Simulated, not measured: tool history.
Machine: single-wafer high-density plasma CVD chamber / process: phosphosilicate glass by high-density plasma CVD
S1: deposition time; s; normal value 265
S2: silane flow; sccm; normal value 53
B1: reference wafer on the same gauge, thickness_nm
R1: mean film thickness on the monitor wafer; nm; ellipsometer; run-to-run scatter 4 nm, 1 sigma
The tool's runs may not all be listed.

Run 1, hour 0: usual settings but S2 60 sccm; B1 1760.003. Result: R1 1681.456 nm.
Run 2, hour 27.4: usual settings but S2 60 sccm; B1 1760.421. Result: R1 1683.642 nm.
Run 3, hour 63.2: usual settings but S2 47 sccm; B1 1759.865. Result: R1 1449.902 nm.
Run 4, hour 127: usual settings but S2 47 sccm; B1 1758.714. Result: R1 1444.342 nm.
Run 5, hour 160.9: usual settings but S2 47 sccm; B1 1759.228. Result: R1 1448.409 nm.
Run 6, hour 212.8: usual settings; B1 1759.857. Result: R1 1548.08 nm.
Run 7, hour 251.3: usual settings; B1 1759.76. Result: R1 1548.835 nm.
Run 8, hour 277.8: usual settings; B1 1760.416. Result: R1 1555.289 nm.
Run 9, hour 349.1: usual settings; B1 1759.207. Result: R1 1562.936 nm.
Run 10, hour 403.3: usual settings; B1 1759.85. Result: R1 1555.804 nm.
Run 11, hour 456.7: usual settings; B1 1761.002. Result: R1 1555.43 nm.
Run 12, hour 483.9: usual settings; B1 1759.393. Result: R1 1556.571 nm.
Run 13, hour 514: usual settings; B1 1759.812. Result: R1 1551.919 nm.
Run 14, hour 546.9: usual settings but S2 57 sccm; B1 1760.794. Result: R1 1627.173 nm.
Run 15, hour 601: usual settings but S2 57 sccm; B1 1760.26. Result: R1 1629.495 nm.
Run 16, hour 667.5: usual settings but S2 57 sccm; B1 1759.878. Result: R1 1630.858 nm.
Run 17, hour 698.9: usual settings; B1 1760.54. Result: R1 1558.793 nm.
Run 18, hour 745.8: usual settings; B1 1760.389. Result: R1 1555.988 nm.
Run 19, hour 811.4: usual settings but S2 49 sccm; B1 1760.06. Result: R1 1480.577 nm.
Run 20, hour 837.2: usual settings but S1 250 s; B1 1760.348. Result: R1 1465.127 nm.
Run 21, hour 878.2: usual settings but S1 250 s; B1 1759.302. Result: R1 1465.016 nm.
Run 22, hour 943.1: usual settings but S1 229 s, S2 44 sccm; B1 1760.046. Result: R1 1201.204 nm.
Run 23, hour 982.8: usual settings; B1 1759.365. Result: R1 1561.607 nm.
Run 24, hour 1073.7: usual settings; B1 1760.292. Result: R1 1550.718 nm.
Run 25, hour 1105.1: usual settings; B1 1759.784. Result: R1 1552.382 nm.
Run 26, hour 1161.6: usual settings but S1 305 s, S2 43 sccm; B1 1760.236. Result: R1 1577.193 nm.
Run 27, hour 1228.2: usual settings but S1 212 s, S2 59 sccm; B1 1759.084. Result: R1 1328.486 nm.
Run 28, hour 1287.6: usual settings but S1 228 s, S2 44 sccm; B1 1759.851. Result: R1 1196.848 nm.
Run 29, hour 1327.8: usual settings; B1 1760.057. Result: R1 1553.505 nm.
Run 30, hour 1384.9: usual settings but S1 247 s; B1 1759.391. Result: R1 1444.556 nm.
Run 31, hour 1409.1: usual settings; B1 1759.977. Result: R1 1557.199 nm.
Run 32, hour 1439.5: usual settings but S1 249 s, S2 45 sccm; B1 1759.245. Result: R1 1326.179 nm.
Run 33, hour 1471.6: usual settings; B1 1760.372. Result: R1 1554.501 nm.
Run 34, hour 1520.4: usual settings; B1 1760.094. Result: R1 1557.559 nm.
Run 35, hour 1552: usual settings; B1 1759.232. Result: R1 1561.217 nm.
Run 36, hour 1610.1: usual settings but S1 228 s, S2 45 sccm; B1 1760.221. Result: R1 1214.839 nm.
Run 37, hour 1654.5: usual settings; B1 1760.09. Result: R1 1557.987 nm.
Run 38, hour 1684.2: usual settings but S1 309 s; B1 1759.883. Result: R1 1806.752 nm.
Run 39, hour 1711.9: usual settings but S1 293 s, S2 62 sccm; B1 1759.782. Result: R1 1902.006 nm.
Run 40, hour 1736.2: usual settings but S1 317 s, S2 59 sccm; B1 1760.409. Result: R1 2000.225 nm.
Run 41, hour 1790.4: usual settings but S1 236 s; B1 1759.547. Result: R1 1382.791 nm.
Run 42, hour 1845.8: usual settings but S1 244 s, S2 58 sccm; B1 1759.485. Result: R1 1512.734 nm.
Run 43, hour 1911.2: usual settings but S1 224 s, S2 58 sccm; B1 1760.09. Result: R1 1393.91 nm.
Run 44, hour 1954.6: usual settings; B1 1759.919. Result: R1 1555.321 nm.
Run 45, hour 2013: usual settings but S1 216 s, S2 56 sccm; B1 1759.876. Result: R1 1307.069 nm.
Run 46, hour 2061.4: usual settings but S1 233 s, S2 50 sccm; B1 1759.879. Result: R1 1322.405 nm.

Removed from this log: 2 entries logged between the listed runs. Between which two listed runs does each belong, and how does the tool's hidden state at the listed run before it compare with that at the listed run after it?
Run 23 -> run 24: gauge calibrated (hour 1052.6)
  nothing in the hidden state changes from one run to the other
Run 29 -> run 30: silane flow controller replaced (hour 1364.6)
  nothing in the hidden state changes from one run to the other

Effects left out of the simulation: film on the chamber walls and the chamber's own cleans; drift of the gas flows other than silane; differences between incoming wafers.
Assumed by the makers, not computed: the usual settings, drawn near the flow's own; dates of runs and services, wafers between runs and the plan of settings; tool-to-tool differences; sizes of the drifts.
